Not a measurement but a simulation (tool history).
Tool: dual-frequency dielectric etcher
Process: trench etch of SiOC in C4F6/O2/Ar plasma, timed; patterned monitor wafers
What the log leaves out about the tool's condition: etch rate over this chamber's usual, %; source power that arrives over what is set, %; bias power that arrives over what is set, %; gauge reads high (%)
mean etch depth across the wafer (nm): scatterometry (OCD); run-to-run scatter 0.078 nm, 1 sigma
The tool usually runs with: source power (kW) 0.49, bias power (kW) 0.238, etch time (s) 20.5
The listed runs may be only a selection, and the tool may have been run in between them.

| run | hour | source power (kW) | bias power (kW) | etch time (s) | wafers since the last listed run | hours since the last wet clean | hours since the last source power generator calibration | hours since the last bias power generator calibration | hours since the last upper electrode change | hours since the gauge calibration | read-back reference wafer on the same gauge, depth_nm | mean etch depth across the wafer (nm) |
|---|---|---|---|---|---|---|---|---|---|---|---|---|
| 1 | 0 | 0.49 | 0.194 | 16 | 0 | 43.7 | 4602.9 | 3826.1 | 1575 | 826.9 | 46.8 | 31 |
| 2 | 53.8 | 0.49 | 0.194 | 16 | 846 | 97.5 | 4656.7 | 3879.9 | 1628.8 | 880.7 | 46.8 | 31.1 |
| 3 | 100.3 | 0.44 | 0.238 | 17.5 | 731 | 144 | 4703.2 | 3926.4 | 1675.3 | 927.2 | 46.8 | 34.4 |
| 4 | 128.1 | 0.44 | 0.238 | 17.5 | 437 | 171.8 | 4731 | 3954.2 | 1703.1 | 955 | 46.8 | 34.3 |
| 5 | 164.6 | 0.49 | 0.238 | 20.5 | 574 | 208.3 | 4767.5 | 3990.7 | 1739.6 | 991.5 | 46.8 | 43.2 |
| 6 | 199.9 | 0.49 | 0.238 | 20.5 | 555 | 243.6 | 4802.8 | 4026 | 1774.9 | 1026.8 | 46.8 | 43 |
| 7 | 270.6 | 0.49 | 0.238 | 20.5 | 1112 | 314.3 | 4873.5 | 4096.7 | 1845.6 | 1097.5 | 46.8 | 43.2 |
| 8 | 304.7 | 0.49 | 0.238 | 16 | 536 | 348.4 | 4907.6 | 4130.8 | 1879.7 | 1131.6 | 46.8 | 33.8 |
| 9 | 338.1 | 0.49 | 0.238 | 16 | 525 | 381.8 | 4941 | 4164.2 | 1913.1 | 1165 | 46.8 | 33.7 |
| 10 | 382.9 | 0.49 | 0.238 | 16 | 705 | 426.6 | 4985.8 | 4209 | 1957.9 | 1209.8 | 46.8 | 33.8 |
|  | 428.1 | wet clean of the chamber |
| 11 | 452.9 | 0.49 | 0.238 | 20.5 | 724 | 24.8 | 5055.8 | 4279 | 2027.9 | 1279.8 | 46.8 | 42.9 |
| 12 | 499.9 | 0.49 | 0.238 | 20.5 | 739 | 71.8 | 5102.8 | 4326 | 2074.9 | 1326.8 | 46.8 | 43 |
|  | 641.1 | gauge calibrated |
| 13 | 665.5 | 0.47 | 0.238 | 20.5 | 2606 | 237.4 | 5268.4 | 4491.6 | 2240.5 | 24.4 | 46.8 | 41.9 |
|  | 694.9 | source power generator calibrated |
| 14 | 736.2 | 0.47 | 0.238 | 20.5 | 1049 | 308.1 | 41.3 | 4562.3 | 2311.2 | 95.1 | 46.8 | 42 |
|  | 769.3 | upper electrode replaced |
| 15 | 796.7 | 0.39 | 0.281 | 25 | 574 | 368.6 | 101.8 | 4622.8 | 27.4 | 155.6 | 46.8 | 48.4 |
| 16 | 838.7 | 0.54 | 0.183 | 20.5 | 661 | 410.6 | 143.8 | 4664.8 | 69.4 | 197.6 | 46.8 | 41.7 |
| 17 | 873.8 | 0.42 | 0.238 | 20.5 | 552 | 445.7 | 178.9 | 4699.9 | 104.5 | 232.7 | 46.8 | 39.3 |
| 18 | 910 | 0.49 | 0.238 | 16 | 569 | 481.9 | 215.1 | 4736.1 | 140.7 | 268.9 | 46.8 | 33.7 |
|  | 954.4 | bias power generator calibrated |
|  | 960.8 | wet clean of the chamber |
| 19 | 961.3 | 0.49 | 0.223 | 20.5 | 645 | 0.5 | 266.4 | 6.9 | 192 | 320.2 | 46.8 | 42.4 |
| 20 | 995.8 | 0.54 | 0.238 | 20.5 | 543 | 35 | 300.9 | 41.4 | 226.5 | 354.7 | 46.8 | 46 |
| 21 | 1023.4 | 0.49 | 0.238 | 20.5 | 434 | 62.6 | 328.5 | 69 | 254.1 | 382.3 | 46.8 | 43.6 |
| 22 | 1088.3 | 0.41 | 0.297 | 23 | 1021 | 127.5 | 393.4 | 133.9 | 319 | 447.2 | 46.8 | 47.8 |
| 23 | 1147.1 | 0.39 | 0.281 | 25 | 925 | 186.3 | 452.2 | 192.7 | 377.8 | 506 | 46.8 | 49.2 |
| 24 | 1195.9 | 0.4 | 0.266 | 18.5 | 768 | 235.1 | 501 | 241.5 | 426.6 | 554.8 | 46.8 | 36.2 |
| 25 | 1223.7 | 0.49 | 0.238 | 20.5 | 437 | 262.9 | 528.8 | 269.3 | 454.4 | 582.6 | 46.8 | 43.8 |
| 26 | 1293.6 | 0.49 | 0.187 | 26.5 | 1100 | 332.8 | 598.7 | 339.2 | 524.3 | 652.5 | 46.8 | 51.9 |
| 27 | 1361.1 | 0.41 | 0.269 | 24 | 1062 | 400.3 | 666.2 | 406.7 | 591.8 | 720 | 46.8 | 48.3 |
| 28 | 1388.3 | 0.49 | 0.238 | 20.5 | 428 | 427.5 | 693.4 | 433.9 | 619 | 747.2 | 46.8 | 44.1 |

4 ways to go on from here, each from the tool as it stands after run 28. What would each give?
| A | 1388.7 | 0.4 | 0.238 | 20.5 | 6 | 427.9 | 693.8 | 434.3 | 619.4 | 747.6 | ? | ? |
| B | 1388.7 | 0.4 | 0.26 | 16.5 | 6 | 427.9 | 693.8 | 434.3 | 619.4 | 747.6 | ? | ? |
| C | 1388.7 | 0.49 | 0.294 | 23 | 6 | 427.9 | 693.8 | 434.3 | 619.4 | 747.6 | ? | ? |
| D | 1388.7 | 0.57 | 0.265 | 16.5 | 6 | 427.9 | 693.8 | 434.3 | 619.4 | 747.6 | ? | ? |

| run | read-back reference wafer on the same gauge, depth_nm | mean etch depth across the wafer (nm) |
|---|---|---|
| A | 46.8 | 38.6 |
| B | 46.8 | 32.2 |
| C | 46.8 | 53.4 |
| D | 46.8 | 40.2 |
What these runs would have given with no unlogged condition in the tool:
| run | mean etch depth across the wafer (nm) |
|---|---|
| A | 38.2 |
| B | 31.8 |
| C | 52.9 |
| D | 39.7 |
